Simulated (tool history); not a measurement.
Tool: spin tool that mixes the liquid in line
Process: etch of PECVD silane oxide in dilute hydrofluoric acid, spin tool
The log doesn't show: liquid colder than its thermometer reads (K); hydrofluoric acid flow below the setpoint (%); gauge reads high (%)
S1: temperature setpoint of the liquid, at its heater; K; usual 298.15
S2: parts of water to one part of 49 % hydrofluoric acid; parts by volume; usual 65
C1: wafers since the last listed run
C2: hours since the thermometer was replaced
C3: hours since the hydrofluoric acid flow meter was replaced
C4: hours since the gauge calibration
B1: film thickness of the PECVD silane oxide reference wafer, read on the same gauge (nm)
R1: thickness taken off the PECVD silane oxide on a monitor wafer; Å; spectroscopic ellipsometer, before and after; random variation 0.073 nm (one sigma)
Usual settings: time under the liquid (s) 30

{"run": 1, "hour": 0.0, "S1": 298.15, "S2": 65, "time under the liquid (s)": 30, "C1": 0, "C2": 1289.2, "C3": 1065.3, "C4": 22.2, "B1": 149.99, "R1": 138.3}
{"run": 2, "hour": 40.5, "S1": 298.15, "S2": 65, "time under the liquid (s)": 30, "C1": 542, "C2": 1329.7, "C3": 1105.8, "C4": 62.7, "B1": 150.02, "R1": 138.7}
{"run": 3, "hour": 68.1, "S1": 298.15, "S2": 65, "time under the liquid (s)": 30, "C1": 369, "C2": 1357.3, "C3": 1133.4, "C4": 90.3, "B1": 150.01, "R1": 138.2}
{"run": 4, "hour": 107.0, "S1": 294.15, "S2": 65, "time under the liquid (s)": 25, "C1": 520, "C2": 1396.2, "C3": 1172.3, "C4": 129.2, "B1": 150.02, "R1": 98}
{"run": 5, "hour": 147.4, "S1": 294.15, "S2": 65, "time under the liquid (s)": 25, "C1": 540, "C2": 1436.6, "C3": 1212.7, "C4": 169.6, "B1": 149.98, "R1": 96.8}
{"run": 6, "hour": 182.0, "S1": 301.65, "S2": 65, "time under the liquid (s)": 30, "C1": 463, "C2": 1471.2, "C3": 1247.3, "C4": 204.2, "B1": 150, "R1": 158.1}
{"run": 7, "hour": 230.6, "S1": 301.65, "S2": 65, "time under the liquid (s)": 30, "C1": 650, "C2": 1519.8, "C3": 1295.9, "C4": 252.8, "B1": 150.02, "R1": 158.1}
{"run": 8, "hour": 270.2, "S1": 298.15, "S2": 65, "time under the liquid (s)": 30, "C1": 530, "C2": 1559.4, "C3": 1335.5, "C4": 292.4, "B1": 149.99, "R1": 136.3}
{"run": 9, "hour": 303.6, "S1": 298.15, "S2": 65, "time under the liquid (s)": 30, "C1": 447, "C2": 1592.8, "C3": 1368.9, "C4": 325.8, "B1": 150, "R1": 136.7}
{"run": 10, "hour": 362.0, "S1": 298.15, "S2": 65, "time under the liquid (s)": 30, "C1": 781, "C2": 1651.2, "C3": 1427.3, "C4": 384.2, "B1": 150.01, "R1": 135.6}
{"run": 11, "hour": 418.4, "S1": 298.15, "S2": 65, "time under the liquid (s)": 30, "C1": 754, "C2": 1707.6, "C3": 1483.7, "C4": 440.6, "B1": 149.99, "R1": 136.4}
{"run": 12, "hour": 451.5, "S1": 298.15, "S2": 65, "time under the liquid (s)": 30, "C1": 443, "C2": 1740.7, "C3": 1516.8, "C4": 473.7, "B1": 149.98, "R1": 135.3}
{"run": 13, "hour": 497.9, "S1": 298.15, "S2": 65, "time under the liquid (s)": 30, "C1": 621, "C2": 1787.1, "C3": 1563.2, "C4": 520.1, "B1": 150.01, "R1": 135.2}
{"run": 14, "hour": 542.5, "S1": 298.15, "S2": 65, "time under the liquid (s)": 30, "C1": 596, "C2": 1831.7, "C3": 1607.8, "C4": 564.7, "B1": 150, "R1": 135.3}
{"hour": 560.8, "done": "thermometer replaced"}
{"run": 15, "hour": 596.4, "S1": 298.15, "S2": 65, "time under the liquid (s)": 30, "C1": 708, "C2": 35.6, "C3": 1661.7, "C4": 618.6, "B1": 150.01, "R1": 141.3}
{"hour": 622.2, "done": "hydrofluoric acid flow meter replaced"}
{"run": 16, "hour": 642.2, "S1": 298.15, "S2": 65, "time under the liquid (s)": 30, "C1": 599, "C2": 81.4, "C3": 20, "C4": 664.4, "B1": 149.96, "R1": 148}
{"run": 17, "hour": 710.3, "S1": 298.15, "S2": 85, "time under the liquid (s)": 40, "C1": 911, "C2": 149.5, "C3": 88.1, "C4": 732.5, "B1": 149.99, "R1": 146.2}
{"run": 18, "hour": 768.9, "S1": 298.15, "S2": 65, "time under the liquid (s)": 30, "C1": 784, "C2": 208.1, "C3": 146.7, "C4": 791.1, "B1": 149.99, "R1": 146.8}
{"run": 19, "hour": 830.1, "S1": 294.15, "S2": 90, "time under the liquid (s)": 50, "C1": 819, "C2": 269.3, "C3": 207.9, "C4": 852.3, "B1": 150.01, "R1": 145.7}
{"run": 20, "hour": 855.1, "S1": 293.65, "S2": 40, "time under the liquid (s)": 40, "C1": 334, "C2": 294.3, "C3": 232.9, "C4": 877.3, "B1": 150, "R1": 270.7}
{"run": 21, "hour": 911.3, "S1": 298.15, "S2": 40, "time under the liquid (s)": 30, "C1": 752, "C2": 350.5, "C3": 289.1, "C4": 933.5, "B1": 150.01, "R1": 245.9}
{"run": 22, "hour": 947.1, "S1": 295.65, "S2": 45, "time under the liquid (s)": 45, "C1": 479, "C2": 386.3, "C3": 324.9, "C4": 969.3, "B1": 150.01, "R1": 293.1}
{"run": 23, "hour": 977.4, "S1": 301.65, "S2": 85, "time under the liquid (s)": 50, "C1": 405, "C2": 416.6, "C3": 355.2, "C4": 999.6, "B1": 149.98, "R1": 207}
{"run": 24, "hour": 1019.1, "S1": 298.15, "S2": 65, "time under the liquid (s)": 30, "C1": 558, "C2": 458.3, "C3": 396.9, "C4": 1041.3, "B1": 150, "R1": 143.4}
{"hour": 1132.1, "done": "gauge calibrated"}
{"run": 25, "hour": 1199.7, "S1": 298.15, "S2": 65, "time under the liquid (s)": 30, "C1": 2417, "C2": 638.9, "C3": 577.5, "C4": 67.6, "B1": 150, "R1": 144}
{"run": 26, "hour": 1323.8, "S1": 298.15, "S2": 65, "time under the liquid (s)": 30, "C1": 1661, "C2": 763, "C3": 701.6, "C4": 191.7, "B1": 150.03, "R1": 141.7}
{"run": 27, "hour": 1394.9, "S1": 298.15, "S2": 65, "time under the liquid (s)": 30, "C1": 951, "C2": 834.1, "C3": 772.7, "C4": 262.8, "B1": 150, "R1": 142}
{"run": 28, "hour": 1420.6, "S1": 296.65, "S2": 40, "time under the liquid (s)": 45, "C1": 343, "C2": 859.8, "C3": 798.4, "C4": 288.5, "B1": 149.99, "R1": 336.6}
{"run": 29, "hour": 1482.1, "S1": 298.15, "S2": 65, "time under the liquid (s)": 30, "C1": 823, "C2": 921.3, "C3": 859.9, "C4": 350, "B1": 150, "R1": 141}
{"run": 30, "hour": 1517.6, "S1": 298.15, "S2": 65, "time under the liquid (s)": 30, "C1": 475, "C2": 956.8, "C3": 895.4, "C4": 385.5, "B1": 149.99, "R1": 140.9}
{"run": 31, "hour": 1561.4, "S1": 298.15, "S2": 75, "time under the liquid (s)": 30, "C1": 586, "C2": 1000.6, "C3": 939.2, "C4": 429.3, "B1": 150.01, "R1": 120.5}
{"run": 32, "hour": 1621.1, "S1": 302.15, "S2": 50, "time under the liquid (s)": 40, "C1": 799, "C2": 1060.3, "C3": 998.9, "C4": 489, "B1": 150, "R1": 294.1}
{"run": 33, "hour": 1684.1, "S1": 298.15, "S2": 85, "time under the liquid (s)": 30, "C1": 843, "C2": 1123.3, "C3": 1061.9, "C4": 552, "B1": 149.97, "R1": 104.3}

The tool's hidden state at each run:
gauge reads high (%): 0 in every run
H1: liquid colder than its thermometer reads (K)
H2: hydrofluoric acid flow below the setpoint (%)
run=1 H1=1.23 H2=2.47
run=2 H1=1.26 H2=2.56
run=3 H1=1.28 H2=2.62
run=4 H1=1.31 H2=2.7
run=5 H1=1.34 H2=2.79
run=6 H1=1.36 H2=2.86
run=7 H1=1.4 H2=2.97
run=8 H1=1.43 H2=3.06
run=9 H1=1.45 H2=3.13
run=10 H1=1.5 H2=3.25
run=11 H1=1.54 H2=3.38
run=12 H1=1.56 H2=3.45
run=13 H1=1.6 H2=3.55
run=14 H1=1.63 H2=3.65
run=15 H1=0.281 H2=3.76
run=16 H1=0.315 H2=0.102
run=17 H1=0.366 H2=0.25
run=18 H1=0.41 H2=0.377
run=19 H1=0.456 H2=0.509
run=20 H1=0.474 H2=0.563
run=21 H1=0.516 H2=0.685
run=22 H1=0.543 H2=0.762
run=23 H1=0.566 H2=0.828
run=24 H1=0.597 H2=0.918
run=25 H1=0.732 H2=1.31
run=26 H1=0.824 H2=1.58
run=27 H1=0.878 H2=1.73
run=28 H1=0.897 H2=1.79
run=29 H1=0.943 H2=1.92
run=30 H1=0.969 H2=2
run=31 H1=1 H2=2.09
run=32 H1=1.05 H2=2.22
run=33 H1=1.09 H2=2.36
